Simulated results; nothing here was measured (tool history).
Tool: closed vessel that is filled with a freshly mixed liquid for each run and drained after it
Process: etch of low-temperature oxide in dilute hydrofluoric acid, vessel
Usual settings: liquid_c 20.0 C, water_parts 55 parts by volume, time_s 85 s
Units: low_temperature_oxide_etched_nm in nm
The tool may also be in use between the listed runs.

run	day	liquid_c	water_parts	time_s	read-back film thickness of the low-temperature oxide reference wafer, read on the same gauge (nm)	low_temperature_oxide_etched_nm
1	0.000	20.0	55	85	99.97	32.09
2	1.646	20.0	55	85	100.05	31.54
3	4.117	20.0	55	85	100.04	32.41
4	5.171	20.0	55	85	100.02	32.20
5	7.975	20.0	55	85	100.01	31.69
6	9.075	20.0	55	85	99.97	31.86
7	11.412	21.0	55	85	100.04	33.60
8	14.208	20.0	40	85	100.01	45.34
9	15.792	20.0	40	85	100.00	45.58
10	18.583	20.0	40	85	100.02	45.21
11	20.292	18.5	55	85	100.06	30.81
12	22.588	18.5	55	85	100.02	30.67
13	25.338	18.5	55	85	100.01	30.37
14	27.917	17.0	30	125	99.95	80.14
15	30.425	20.0	55	60	100.03	23.06
16	38.108	20.0	30	85	100.00	63.07
17	39.117	20.0	55	85	99.98	29.81
18	40.688	20.0	55	85	99.99	29.87
19	47.579	17.0	55	130	100.02	39.98
20	49.588	20.0	75	40	99.98	9.99
21	52.017	20.0	25	65	100.00	52.19
22	53.988	25.0	40	50	100.00	30.49
23	56.942	22.5	55	45	99.99	17.68
24	58.621	20.0	70	45	100.03	12.24
25	60.067	21.5	70	65	100.01	19.08
26	61.379	20.0	75	40	100.02	10.18

Not shown: 3 entries that the log had between the listed runs. Between which runs, and how does the tool's hidden state differ before and after?
Between runs 10 and 11: gauge calibrated (day 19.196)
  liquid hotter than its thermometer reads (K): 2.33 -> 2.37
  measured less the result without the state, low_temperature_oxide_etched_nm: +4.26 -> +2.95 nm
Between runs 12 and 13: hydrofluoric acid flow meter replaced (day 23.662)
  liquid hotter than its thermometer reads (K): 2.43 -> 2.51
  measured less the result without the state, low_temperature_oxide_etched_nm: +3.00 -> +3.07 nm
Between runs 16 and 17: thermometer replaced (day 38.333)
  liquid hotter than its thermometer reads (K): 2.85 -> 0.0363
  measured less the result without the state, low_temperature_oxide_etched_nm: +7.21 -> +0.05 nm

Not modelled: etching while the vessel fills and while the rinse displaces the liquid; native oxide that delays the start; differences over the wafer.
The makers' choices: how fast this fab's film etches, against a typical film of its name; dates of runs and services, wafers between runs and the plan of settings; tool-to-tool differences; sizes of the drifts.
